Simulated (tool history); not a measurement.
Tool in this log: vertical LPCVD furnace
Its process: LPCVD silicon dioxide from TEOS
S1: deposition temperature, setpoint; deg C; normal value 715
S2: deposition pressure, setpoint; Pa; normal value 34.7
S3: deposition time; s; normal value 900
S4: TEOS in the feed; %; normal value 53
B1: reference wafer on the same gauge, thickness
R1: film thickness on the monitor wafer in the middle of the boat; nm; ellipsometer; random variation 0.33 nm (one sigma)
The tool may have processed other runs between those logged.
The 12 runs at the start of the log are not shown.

Run 13, hour 252.4: usual settings but S1 711 deg C, S2 38 Pa, S3 660 s, S4 45 %; B1 119.01. Result: R1 83.8 nm.
Run 14, hour 257.3: usual settings but S4 50 %; B1 119.03. Result: R1 125.77 nm.
Run 15, hour 264.2: usual settings but S1 706 deg C, S2 28 Pa, S3 690 s, S4 49 %; B1 119. Result: R1 69.79 nm.
Run 16, hour 273.5: usual settings; B1 118.96. Result: R1 129.63 nm.
Run 17, hour 280.5: usual settings but S1 707 deg C, S3 1080 s, S4 49 %; B1 119.03. Result: R1 124.6 nm.
Run 18, hour 290.3: usual settings but S4 56 %; B1 118.87. Result: R1 133.07 nm.
Run 19, hour 302.4: usual settings but S1 703 deg C, S2 28 Pa, S4 58 %; B1 118.98. Result: R1 92.94 nm.
Run 20, hour 313.8: usual settings but S4 46 %; B1 118.98. Result: R1 120.45 nm.
Run 21, hour 324.8: usual settings but S3 600 s, S4 50 %; B1 118.99. Result: R1 84.03 nm.
Run 22, hour 339.9: usual settings but S2 30 Pa, S3 1080 s, S4 63 %; B1 119.05. Result: R1 157.62 nm.
Run 23, hour 348.9: usual settings but S2 32.7 Pa, S3 690 s, S4 46 %; B1 118.98. Result: R1 90.24 nm.
Run 24, hour 369.2: usual settings but S1 708 deg C, S2 38.7 Pa, S3 720 s; B1 118.88. Result: R1 93.67 nm.
Run 25, hour 387.2: usual settings; B1 119. Result: R1 129.32 nm.
At hour 407.9: gauge calibrated.
Run 26, hour 410.1: usual settings but S1 720 deg C; B1 118.94. Result: R1 145.46 nm.
Run 27, hour 418.6: usual settings; B1 118.93. Result: R1 130.23 nm.
Run 28, hour 439.2: usual settings but S2 26 Pa; B1 118.96. Result: R1 112.47 nm.
Run 29, hour 459.4: usual settings but S1 708 deg C, S2 39.3 Pa, S4 56 %; B1 118.97. Result: R1 121.72 nm.
Run 30, hour 476.1: usual settings but S2 28.7 Pa, S3 780 s, S4 62 %; B1 119.07. Result: R1 110.79 nm.

Predict each of these 5 candidate next runs independently; none follows another, all start after run 30:
Run A, hour 481.1: usual settings but S1 706 deg C; B1 ?. Result: R1 ?.
Run B, hour 481.1: usual settings but S2 28.7 Pa, S3 660 s, S4 56 %; B1 ?. Result: R1 ?.
Run C, hour 481.1: usual settings but S2 30 Pa, S3 1200 s; B1 ?. Result: R1 ?.
Run D, hour 481.1: usual settings but S3 750 s, S4 44 %; B1 ?. Result: R1 ?.
Run E, hour 481.1: usual settings but S4 60 %; B1 ?. Result: R1 ?.

run      B1      R1
  A  119.06  106.12
  B  119.06   89.27
  C  119.06  161.54
  D  119.06   98.89
  E  119.06  138.57
Stripped of hidden state, with their random variation kept, the same runs would have yielded:
run      R1
  A  105.64
  B   88.88
  C  160.82
  D   98.45
  E  137.96

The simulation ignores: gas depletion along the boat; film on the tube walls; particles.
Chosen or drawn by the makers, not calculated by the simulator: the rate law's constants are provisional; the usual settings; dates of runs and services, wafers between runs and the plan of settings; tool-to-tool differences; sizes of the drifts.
